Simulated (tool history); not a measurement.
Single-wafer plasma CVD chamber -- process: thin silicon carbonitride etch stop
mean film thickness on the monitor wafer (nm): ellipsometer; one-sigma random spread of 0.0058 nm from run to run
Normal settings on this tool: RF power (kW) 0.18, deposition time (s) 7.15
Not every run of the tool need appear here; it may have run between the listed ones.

run,hour,RF power (kW),deposition time (s),wafers since the last listed run,hours since the last thermocouple change,hours since the last RF generator calibration,hours since the showerhead was replaced,hours since the gauge calibration,"read-back reference wafer on the same gauge, thickness_nm",mean film thickness on the monitor wafer (nm)
1,0,0.18,7.15,0,2634.3,1789,2960,85,3.499,3.876
2,9.6,0.18,7.15,387,2643.9,1798.6,2969.6,94.6,3.503,3.869
3,17.6,0.18,7.15,322,2651.9,1806.6,2977.6,102.6,3.503,3.869
4,35.1,0.16,7.15,706,2669.4,1824.1,2995.1,120.1,3.505,3.781
5,43.4,0.16,7.15,334,2677.7,1832.4,3003.4,128.4,3.505,3.787
6,51.4,0.16,7.15,322,2685.7,1840.4,3011.4,136.4,3.507,3.795
7,58.6,0.18,7.15,290,2692.9,1847.6,3018.6,143.6,3.506,3.882
8,76.1,0.19,7.15,706,2710.4,1865.1,3036.1,161.1,3.509,3.922
9,90.1,0.18,6.55,564,2724.4,1879.1,3050.1,175.1,3.513,3.56
10,96.5,0.165,7.58,258,2730.8,1885.5,3056.5,181.5,3.512,4.051
11,106.7,0.18,7.15,411,2741,1895.7,3066.7,191.7,3.514,3.885
# hour 121.3: RF generator calibrated
12,121.8,0.18,7.15,286,2756.1,0.5,3081.8,206.8,3.517,3.897
13,127.6,0.18,7.15,234,2761.9,6.3,3087.6,212.6,3.519,3.891
14,139.9,0.18,7.15,496,2774.2,18.6,3099.9,224.9,3.521,3.888
15,150.4,0.2,7.53,423,2784.7,29.1,3110.4,235.4,3.525,4.191

For run 16, what comes out?
# hour 168.5: gauge calibrated
# hour 170.6: thermocouple changed; heater temperature recalibrated
16,171.1,0.215,7.74,512,0.5,49.8,3131.1,2.6,?,?

read-back reference wafer on the same gauge, thickness_nm: 3.5
mean film thickness on the monitor wafer (nm): 4.331
Without the tool's hidden state the same run would have given mean film thickness on the monitor wafer (nm) 4.331.
